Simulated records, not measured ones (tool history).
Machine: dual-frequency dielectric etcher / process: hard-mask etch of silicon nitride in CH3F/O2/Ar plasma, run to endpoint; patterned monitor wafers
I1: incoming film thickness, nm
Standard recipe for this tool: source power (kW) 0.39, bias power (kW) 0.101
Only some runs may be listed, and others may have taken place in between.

Run 1, hour 0: usual settings; I1 28.69. Result: endpoint time (s) 37.3.
Run 2, hour 65.7: usual settings; I1 28.83. Result: endpoint time (s) 37.3.
Run 3, hour 240.2: usual settings; I1 28.66. Result: endpoint time (s) 37.1.
Run 4, hour 306.9: usual settings; I1 28.64. Result: endpoint time (s) 36.8.
Run 5, hour 338.6: usual settings; I1 28.88. Result: endpoint time (s) 37.
Run 6, hour 368.3: usual settings; I1 28.63. Result: endpoint time (s) 36.5.
At hour 399: bias power generator calibrated.
Run 7, hour 399.5: usual settings but source power (kW) 0.42; I1 28.95. Result: endpoint time (s) 36.2.
At hour 426.9: source power generator calibrated.
Run 8, hour 452.4: usual settings but source power (kW) 0.34, bias power (kW) 0.082; I1 28.68. Result: endpoint time (s) 39.9.
At hour 504.1: wet clean of the chamber.
Run 9, hour 505.1: usual settings but source power (kW) 0.34, bias power (kW) 0.082; I1 29.12. Result: endpoint time (s) 43.9.
Run 10, hour 537.5: usual settings but source power (kW) 0.34, bias power (kW) 0.082; I1 28.7. Result: endpoint time (s) 43.5.
At hour 633.8: upper electrode replaced.
At hour 667.4: wet clean of the chamber, repeated, since the last time left the tool worse.
Run 11, hour 674.4: usual settings but source power (kW) 0.36, bias power (kW) 0.112; I1 28.9. Result: endpoint time (s) 36.9.
Run 12, hour 704.2: usual settings but source power (kW) 0.47; I1 28.8. Result: endpoint time (s) 36.2.
Run 13, hour 759.9: usual settings; I1 29.02. Result: endpoint time (s) 37.6.
Run 14, hour 784.4: usual settings; I1 28.94. Result: endpoint time (s) 37.3.
Run 15, hour 827.5: usual settings but source power (kW) 0.3; I1 28.84. Result: endpoint time (s) 39.
Run 16, hour 970.6: usual settings but source power (kW) 0.34, bias power (kW) 0.115; I1 28.36. Result: endpoint time (s) 35.5.
Run 17, hour 1013.3: usual settings but bias power (kW) 0.122; I1 29.02. Result: endpoint time (s) 34.7.
Run 18, hour 1042.6: usual settings but source power (kW) 0.46, bias power (kW) 0.114; I1 28.43. Result: endpoint time (s) 33.6.
Run 19, hour 1087.5: usual settings but source power (kW) 0.36, bias power (kW) 0.091; I1 28.52. Result: endpoint time (s) 38.
Run 20, hour 1125.2: usual settings but bias power (kW) 0.123; I1 28.82. Result: endpoint time (s) 34.3.

Alternative continuations, all from the tool just after run 20; predict every row:
Run A, hour 1125.6: usual settings; I1 28.69. Result: endpoint time (s) ?.
Run B, hour 1125.6: usual settings but source power (kW) 0.46, bias power (kW) 0.124; I1 28.69. Result: endpoint time (s) ?.
Run C, hour 1125.6: usual settings but source power (kW) 0.42, bias power (kW) 0.123; I1 28.69. Result: endpoint time (s) ?.
Run D, hour 1125.6: usual settings but source power (kW) 0.33, bias power (kW) 0.115; I1 28.69. Result: endpoint time (s) ?.
Run E, hour 1125.6: usual settings but bias power (kW) 0.078; I1 28.69. Result: endpoint time (s) ?.

run  endpoint time (s)
  A               36.5
  B                 33
  C               33.7
  D                 36
  E               39.6
With the hidden condition removed and each run's random variation left untouched, the same runs would have given:
run  endpoint time (s)
  A               37.4
  B               33.8
  C               34.5
  D               36.8
  E               40.6
